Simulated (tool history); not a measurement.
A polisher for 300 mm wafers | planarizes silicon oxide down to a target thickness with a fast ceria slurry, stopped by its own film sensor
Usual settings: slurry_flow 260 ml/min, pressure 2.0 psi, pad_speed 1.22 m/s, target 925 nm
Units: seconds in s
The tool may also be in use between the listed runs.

| run | day | slurry_flow | pressure | pad_speed | target | incoming thickness of the incoming film, nm | seconds |
|---|---|---|---|---|---|---|---|
| 1 | 0.000 | 260 | 1.9 | 1.22 | 925 | 1884.1 | 68.7 |
| 2 | 2.171 | 260 | 1.9 | 1.22 | 925 | 1912.0 | 72.0 |
| 3 | 5.275 | 260 | 1.9 | 1.22 | 925 | 1914.2 | 73.3 |
|  | 6.825 | worn pad replaced by a new one |
| 4 | 7.496 | 260 | 2.0 | 1.22 | 925 | 1887.7 | 67.6 |
|  | 10.204 | slurry nozzle cleaned |
| 5 | 11.612 | 260 | 2.0 | 1.22 | 925 | 1909.3 | 67.1 |
|  | 13.225 | head pressure recalibrated |
|  | 14.838 | worn pad replaced by a new one |
| 6 | 14.979 | 260 | 2.0 | 1.22 | 925 | 1907.1 | 66.2 |
| 7 | 17.567 | 260 | 2.0 | 1.22 | 925 | 1907.5 | 67.8 |
| 8 | 21.904 | 320 | 2.0 | 0.96 | 802 | 1914.3 | 85.1 |

The next listed run, before its measurement:
|  | 23.138 | worn pad replaced by a new one |
| 9 | 25.229 | 200 | 2.6 | 1.38 | 1207 | 1917.3 | ? |

{"run 9": {"seconds": 37.2}}
Without the tool's hidden state the same run would have given seconds 34.8 s.

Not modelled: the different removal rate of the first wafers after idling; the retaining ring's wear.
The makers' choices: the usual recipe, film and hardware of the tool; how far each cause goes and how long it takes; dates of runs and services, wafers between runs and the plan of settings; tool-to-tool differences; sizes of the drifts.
